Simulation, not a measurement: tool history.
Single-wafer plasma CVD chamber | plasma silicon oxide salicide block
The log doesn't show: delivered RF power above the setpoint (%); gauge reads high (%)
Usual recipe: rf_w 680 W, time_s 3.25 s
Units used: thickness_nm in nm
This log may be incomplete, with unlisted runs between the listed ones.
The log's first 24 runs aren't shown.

| run | hour | rf_w | time_s | wafers since the last listed run | hours since the last RF generator calibration | hours since the showerhead was replaced | hours since the gauge calibration | read-back reference wafer on the same gauge, thickness_nm | thickness_nm |
|---|---|---|---|---|---|---|---|---|---|
| 25 | 272.4 | 745 | 3.75 | 248 | 105.8 | 6309.6 | 103.8 | 37.411 | 40.83 |
| 26 | 279.1 | 620 | 3.06 | 150 | 112.5 | 6316.3 | 110.5 | 37.416 | 31.372 |
| 27 | 290.2 | 720 | 3.25 | 248 | 123.6 | 6327.4 | 121.6 | 37.394 | 35.184 |
| 28 | 303.6 | 640 | 3.25 | 300 | 137 | 6340.8 | 135 | 37.434 | 33.94 |
| 29 | 320.9 | 645 | 3.76 | 387 | 154.3 | 6358.1 | 152.3 | 37.442 | 39.052 |
| 30 | 332.5 | 600 | 3.71 | 259 | 165.9 | 6369.7 | 163.9 | 37.367 | 37.341 |
| 31 | 340.8 | 680 | 3.25 | 185 | 174.2 | 6378 | 172.2 | 37.411 | 34.498 |
|  | 364.3 | showerhead replaced |
| 32 | 364.8 | 755 | 3.25 | 358 | 198.2 | 0.5 | 196.2 | 37.373 | 35.784 |
| 33 | 378.4 | 795 | 3.51 | 304 | 211.8 | 14.1 | 209.8 | 37.418 | 39.382 |
| 34 | 385.6 | 680 | 3.25 | 161 | 219 | 21.3 | 217 | 37.436 | 34.556 |
| 35 | 394.7 | 680 | 2.77 | 203 | 228.1 | 30.4 | 226.1 | 37.378 | 29.483 |
| 36 | 403.8 | 610 | 3.25 | 203 | 237.2 | 39.5 | 235.2 | 37.416 | 33.094 |
| 37 | 418.8 | 790 | 3.58 | 335 | 252.2 | 54.5 | 250.2 | 37.387 | 39.994 |
| 38 | 427 | 680 | 3.25 | 183 | 260.4 | 62.7 | 258.4 | 37.389 | 34.172 |
| 39 | 436.1 | 680 | 3.25 | 203 | 269.5 | 71.8 | 267.5 | 37.4 | 34.727 |
| 40 | 487.1 | 735 | 3.25 | 1141 | 320.5 | 122.8 | 318.5 | 37.398 | 35.542 |

Alternative continuations, all from the tool just after run 40; predict every row:
| A | 487.5 | 680 | 2.9 | 8 | 320.9 | 123.2 | 318.9 | ? | ? |
| B | 487.5 | 810 | 3.42 | 8 | 320.9 | 123.2 | 318.9 | ? | ? |
| C | 487.5 | 550 | 3.81 | 8 | 320.9 | 123.2 | 318.9 | ? | ? |

| run | read-back reference wafer on the same gauge, thickness_nm | thickness_nm |
|---|---|---|
| A | 37.401 | 30.91 |
| B | 37.401 | 38.727 |
| C | 37.401 | 37.642 |
Without the tool's unlogged condition, the same runs would have read:
| run | thickness_nm |
|---|---|
| A | 30.91 |
| B | 38.727 |
| C | 37.642 |

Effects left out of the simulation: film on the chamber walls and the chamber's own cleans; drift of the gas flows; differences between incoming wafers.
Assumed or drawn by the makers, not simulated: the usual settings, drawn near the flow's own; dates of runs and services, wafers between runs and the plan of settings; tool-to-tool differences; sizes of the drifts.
